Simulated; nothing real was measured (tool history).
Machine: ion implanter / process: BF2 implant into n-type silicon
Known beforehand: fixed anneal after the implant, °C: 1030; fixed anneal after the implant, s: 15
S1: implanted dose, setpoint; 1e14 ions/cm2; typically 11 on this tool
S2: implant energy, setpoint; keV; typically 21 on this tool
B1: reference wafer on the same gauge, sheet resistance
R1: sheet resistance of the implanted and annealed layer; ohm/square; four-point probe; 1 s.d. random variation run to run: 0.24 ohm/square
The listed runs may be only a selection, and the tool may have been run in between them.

| run | hour | S1 | S2 | B1 | R1 |
|---|---|---|---|---|---|
| 1 | 0 | 11 | 21 | 189.02 | 162.43 |
| 2 | 10.5 | 11 | 21 | 188.97 | 162.44 |
| 3 | 16.7 | 11 | 21 | 188.93 | 162.34 |
| 4 | 29.5 | 11 | 23 | 188.97 | 157.23 |
| 5 | 40.4 | 11 | 21 | 189.12 | 162.6 |
| 6 | 52.2 | 11 | 27 | 188.87 | 148.85 |
| 7 | 69.6 | 11 | 21 | 188.99 | 162.11 |
| 8 | 76.3 | 11 | 21 | 189.05 | 162.26 |
| 9 | 87.5 | 11 | 21 | 189 | 162.48 |
| 10 | 95.6 | 11 | 21 | 189.06 | 162.79 |
| 11 | 112.3 | 11 | 21 | 188.98 | 162.52 |
| 12 | 121.8 | 11 | 21 | 189.05 | 162.18 |
| 13 | 137.6 | 11 | 21 | 189.01 | 162.28 |
| 14 | 145.6 | 12.95 | 18 | 188.99 | 162.66 |
| 15 | 195.7 | 13.24 | 24 | 189 | 145.13 |
| 16 | 244.8 | 9.06 | 21 | 189.02 | 177.09 |
| 17 | 251.2 | 11 | 27.5 | 188.94 | 147.32 |
| 18 | 285.8 | 8.91 | 21 | 188.87 | 178.67 |
| 19 | 293.1 | 11 | 27 | 189.06 | 148.41 |
| 20 | 301.7 | 13.55 | 24 | 188.95 | 144.14 |
| 21 | 317.9 | 12.11 | 21 | 189.04 | 157.25 |
| 22 | 335.3 | 11 | 23.5 | 188.97 | 156.28 |
| 23 | 353.1 | 12.12 | 16.5 | 189.01 | 171.45 |
| 24 | 367.8 | 12.97 | 24 | 188.98 | 145.63 |

Removed from this log: 3 entries logged between the listed runs. Between which two listed runs does each belong, and how does the tool's hidden state at the listed run before it compare with that at the listed run after it?
Runs 10 to 11: extraction supply calibrated (hour 111.8)
  both runs share identical hidden conditions
Runs 15 to 16: gauge calibrated (hour 212.6); Faraday cup replaced and dose calibrated (hour 240.9)
  both runs share identical hidden conditions
